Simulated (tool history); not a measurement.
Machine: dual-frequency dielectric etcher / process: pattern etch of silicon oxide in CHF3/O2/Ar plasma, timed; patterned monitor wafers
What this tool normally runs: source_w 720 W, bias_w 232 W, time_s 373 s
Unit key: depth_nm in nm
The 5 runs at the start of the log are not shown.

run,day,source_w,bias_w,time_s,"read-back reference wafer on the same gauge, depth_nm",depth_nm
6,5.279,720,245,373,870.5,829.2
7,5.796,720,245,373,870.2,833.6
8,6.4,780,232,405.5,869.4,898.7
# day 7.075: source power generator calibrated
# day 7.45: gauge calibrated
# day 8.338: wet clean of the chamber
9,9.129,780,232,405.5,870.2,921.8
10,12.292,720,232,373,870,822.1
# day 13.704: bias power generator calibrated
11,16.288,720,245,373,869.5,826.4
12,17.362,720,183,373,869.9,696.1
13,18.638,720,256,458.5,870.1,1038.1
14,19.533,720,232,373,870.5,797.7
15,20.983,830,178,373,870,716.8
16,21.921,720,232,373,869.7,798
# day 23.629: upper electrode replaced
17,23.65,640,232,373,869.5,769.2
18,24.15,550,254,425,869.7,877.3
19,25.271,720,271,373,870.1,863.4
20,25.95,720,232,373,869.2,794.4
# day 27.171: wet clean of the chamber
21,27.192,720,232,373,870.3,810.9
22,27.562,640,232,463,870.2,968.8
23,28.262,720,232,373,869.6,810.3
24,29.362,870,265,406,870.5,1008.2
25,30.729,720,179,373,870.1,694.5
26,31.888,720,232,325,869.5,702.6
27,32.671,820,286,407.5,869.7,1032.9
28,33.921,720,232,373,870,806.9
29,34.921,800,200,373,870.3,765.2
30,35.458,720,288,457.5,870.1,1111.9

4 ways to go on from here, each from the tool as it stands after run 30. What would each give?
A,35.479,890,232,373,?,?
B,35.479,720,232,326,?,?
C,35.479,640,232,270.5,?,?
D,35.479,540,278,475.5,?,?

run,"read-back reference wafer on the same gauge, depth_nm",depth_nm
A,870.2,863.7
B,870.2,704
C,870.2,562.5
D,870.2,1036.3
The same runs, with their run-to-run variation unchanged, on a tool lacking any hidden condition would have given:
run,depth_nm
A,863.5
B,703.7
C,562.2
D,1035.2
